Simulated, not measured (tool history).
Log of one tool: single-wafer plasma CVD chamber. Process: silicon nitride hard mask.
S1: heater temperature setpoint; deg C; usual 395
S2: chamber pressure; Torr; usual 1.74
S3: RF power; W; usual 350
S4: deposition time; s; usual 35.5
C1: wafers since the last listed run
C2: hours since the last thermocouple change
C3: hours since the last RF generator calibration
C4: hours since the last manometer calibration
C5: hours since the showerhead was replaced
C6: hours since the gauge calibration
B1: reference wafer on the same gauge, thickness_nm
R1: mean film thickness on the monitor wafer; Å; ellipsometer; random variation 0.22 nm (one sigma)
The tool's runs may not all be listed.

Run 1, hour 0.0: usual settings; C1 0; C2 1518.2; C3 958.5; C4 1209.1; C5 2969.9; C6 389.1; B1 45.299. Result: R1 442.17 Å.
Run 2, hour 35.9: usual settings but S2 1.52 Torr; C1 855; C2 1554.1; C3 994.4; C4 1245.0; C5 3005.8; C6 425.0; B1 45.311. Result: R1 433.87 Å.
Run 3, hour 66.1: usual settings but S3 315 W; C1 719; C2 1584.3; C3 1024.6; C4 1275.2; C5 3036.0; C6 455.2; B1 45.276. Result: R1 405.97 Å.
Run 4, hour 119.3: usual settings but S3 315 W; C1 1267; C2 1637.5; C3 1077.8; C4 1328.4; C5 3089.2; C6 508.4; B1 45.259. Result: R1 405.96 Å.
Run 5, hour 166.7: usual settings but S3 315 W; C1 1129; C2 1684.9; C3 1125.2; C4 1375.8; C5 3136.6; C6 555.8; B1 45.319. Result: R1 404.42 Å.
Run 6, hour 216.2: usual settings but S2 2.04 Torr; C1 1179; C2 1734.4; C3 1174.7; C4 1425.3; C5 3186.1; C6 605.3; B1 45.315. Result: R1 448.04 Å.
Run 7, hour 264.1: usual settings but S2 2.04 Torr; C1 1141; C2 1782.3; C3 1222.6; C4 1473.2; C5 3234.0; C6 653.2; B1 45.312. Result: R1 445.08 Å.
Run 8, hour 295.5: usual settings but S2 2.04 Torr; C1 748; C2 1813.7; C3 1254.0; C4 1504.6; C5 3265.4; C6 684.6; B1 45.272. Result: R1 445.39 Å.
Run 9, hour 356.5: usual settings; C1 1453; C2 1874.7; C3 1315.0; C4 1565.6; C5 3326.4; C6 745.6; B1 45.307. Result: R1 430.74 Å.
At hour 481.0: gauge calibrated.
At hour 489.8: RF generator calibrated.
Run 10, hour 571.3: usual settings; C1 4928; C2 2089.5; C3 81.5; C4 1780.4; C5 3541.2; C6 90.3; B1 45.317. Result: R1 463.16 Å.
Run 11, hour 604.4: usual settings; C1 788; C2 2122.6; C3 114.6; C4 1813.5; C5 3574.3; C6 123.4; B1 45.325. Result: R1 457.36 Å.
Run 12, hour 664.7: usual settings but S4 31.8 s; C1 1437; C2 2182.9; C3 174.9; C4 1873.8; C5 3634.6; C6 183.7; B1 45.274. Result: R1 409.40 Å.
Run 13, hour 706.8: usual settings but S4 31.8 s; C1 1003; C2 2225.0; C3 217.0; C4 1915.9; C5 3676.7; C6 225.8; B1 45.317. Result: R1 409.56 Å.
Run 14, hour 771.1: usual settings; C1 1532; C2 2289.3; C3 281.3; C4 1980.2; C5 3741.0; C6 290.1; B1 45.317. Result: R1 454.49 Å.
At hour 812.9: capacitance manometer re-zeroed and calibrated.
Run 15, hour 884.7: usual settings but S3 325 W; C1 2516; C2 2402.9; C3 394.9; C4 71.8; C5 3854.6; C6 403.7; B1 45.317. Result: R1 429.96 Å.
At hour 913.5: showerhead replaced, of another model than before.
Run 16, hour 921.9: usual settings but S1 401 deg C, S4 28.4 s; C1 695; C2 2440.1; C3 432.1; C4 109.0; C5 8.4; C6 440.9; B1 45.318. Result: R1 362.56 Å.
Run 17, hour 960.2: usual settings but S4 40.3 s; C1 912; C2 2478.4; C3 470.4; C4 147.3; C5 46.7; C6 479.2; B1 45.305. Result: R1 517.39 Å.
At hour 1020.6: thermocouple changed; heater temperature recalibrated.
Run 18, hour 1021.1: usual settings but S1 404 deg C, S2 1.57 Torr, S3 400 W, S4 33.0 s; C1 1260; C2 0.5; C3 531.3; C4 208.2; C5 107.6; C6 540.1; B1 45.298. Result: R1 446.91 Å.
Run 19, hour 1050.1: usual settings; C1 691; C2 29.5; C3 560.3; C4 237.2; C5 136.6; C6 569.1; B1 45.298. Result: R1 456.62 Å.
Run 20, hour 1104.6: usual settings but S1 383 deg C; C1 1298; C2 84.0; C3 614.8; C4 291.7; C5 191.1; C6 623.6; B1 45.296. Result: R1 454.75 Å.
Run 21, hour 1155.0: usual settings but S1 409 deg C, S4 40.9 s; C1 1201; C2 134.4; C3 665.2; C4 342.1; C5 241.5; C6 674.0; B1 45.279. Result: R1 517.79 Å.
At hour 1194.2: gauge calibrated.
Run 22, hour 1208.4: usual settings but S1 401 deg C, S3 395 W; C1 1272; C2 187.8; C3 718.6; C4 395.5; C5 294.9; C6 14.2; B1 45.247. Result: R1 479.80 Å.
Run 23, hour 1246.0: usual settings but S3 415 W; C1 896; C2 225.4; C3 756.2; C4 433.1; C5 332.5; C6 51.8; B1 45.305. Result: R1 488.78 Å.
Run 24, hour 1304.5: usual settings but S1 382 deg C; C1 1394; C2 283.9; C3 814.7; C4 491.6; C5 391.0; C6 110.3; B1 45.293. Result: R1 453.84 Å.
Run 25, hour 1340.5: usual settings but S1 402 deg C, S2 2.02 Torr; C1 857; C2 319.9; C3 850.7; C4 527.6; C5 427.0; C6 146.3; B1 45.275. Result: R1 458.30 Å.
Run 26, hour 1369.8: usual settings; C1 698; C2 349.2; C3 880.0; C4 556.9; C5 456.3; C6 175.6; B1 45.299. Result: R1 455.53 Å.

The tool's hidden state at each run:
wafer temperature above the value expected at the setpoint (K): 0 in every run
true pressure above the setpoint (%): 0 in every run
gauge reads high (%): 0 in every run
H1: delivered RF power above the setpoint (%)
run      H1
  1   -6.48
  2   -6.69
  3   -6.87
  4   -7.18
  5   -7.46
  6   -7.75
  7   -8.03
  8   -8.22
  9   -8.58
 10  -0.614
 11  -0.809
 12   -1.16
 13   -1.41
 14   -1.79
 15   -2.46
 16   -2.67
 17    -2.9
 18   -3.26
 19   -3.43
 20   -3.75
 21   -4.04
 22   -4.36
 23   -4.58
 24   -4.92
 25   -5.14
 26   -5.31
